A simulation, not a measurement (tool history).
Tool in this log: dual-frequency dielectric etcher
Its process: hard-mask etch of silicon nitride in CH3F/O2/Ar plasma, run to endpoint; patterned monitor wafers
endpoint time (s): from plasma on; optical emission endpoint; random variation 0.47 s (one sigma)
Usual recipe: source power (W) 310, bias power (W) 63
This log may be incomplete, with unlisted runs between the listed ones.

run	hour	source power (W)	bias power (W)	incoming incoming film thickness, nm	endpoint time (s)
1	0.0	310	63	45.68	79.6
# hour 36.9: upper electrode replaced
2	37.4	310	63	45.88	81.3
3	37.8	310	63	45.92	81.2
4	46.9	310	63	46.19	81.0
5	64.7	310	63	46.46	82.4
6	78.8	310	55	46.15	84.6
7	90.3	310	63	46.61	82.8
# hour 96.5: bias power generator calibrated
8	98.2	340	63	46.04	79.0
9	105.1	350	63	45.90	78.4
10	115.5	350	63	45.88	78.9
11	131.2	350	63	46.19	79.0
12	137.4	310	77	45.60	76.7
13	149.4	370	50	46.07	82.1
14	162.7	230	71	46.16	85.2
15	172.7	250	49	45.67	92.0
16	186.7	310	52	45.30	84.7
17	198.3	310	63	45.72	80.6
18	210.3	270	51	46.13	90.2
19	218.2	360	75	46.80	75.3
20	232.9	310	63	46.53	82.9
# hour 247.2: source power generator calibrated
21	247.7	280	78	45.58	78.3
22	261.9	380	73	45.94	73.7
23	274.5	250	58	45.88	88.9
# hour 299.3: wet clean of the chamber
24	299.8	310	63	46.26	80.2
25	303.4	310	63	45.40	78.7
26	316.6	310	63	46.14	79.8
27	331.3	310	63	45.86	79.2
28	337.7	310	63	45.79	78.6
29	347.8	310	69	45.91	78.0
30	355.5	310	72	46.25	77.4
31	371.3	310	63	46.36	80.4
32	379.5	310	63	45.87	80.2
33	389.9	340	47	45.91	84.0
34	406.4	260	79	45.96	79.5
35	418.2	370	71	45.44	72.7
36	428.0	390	48	46.59	81.6

Below are 3 alternative next runs, each starting from the tool's condition after run 36. Predict each:
A	428.4	310	63	45.62	?
B	428.4	270	75	45.62	?
C	428.4	250	79	45.62	?

run	endpoint time (s)
A	79.5
B	78.4
C	78.7
The same runs, with their run-to-run variation unchanged, on a tool lacking any hidden condition would have given:
run	endpoint time (s)
A	78.5
B	77.4
C	77.7

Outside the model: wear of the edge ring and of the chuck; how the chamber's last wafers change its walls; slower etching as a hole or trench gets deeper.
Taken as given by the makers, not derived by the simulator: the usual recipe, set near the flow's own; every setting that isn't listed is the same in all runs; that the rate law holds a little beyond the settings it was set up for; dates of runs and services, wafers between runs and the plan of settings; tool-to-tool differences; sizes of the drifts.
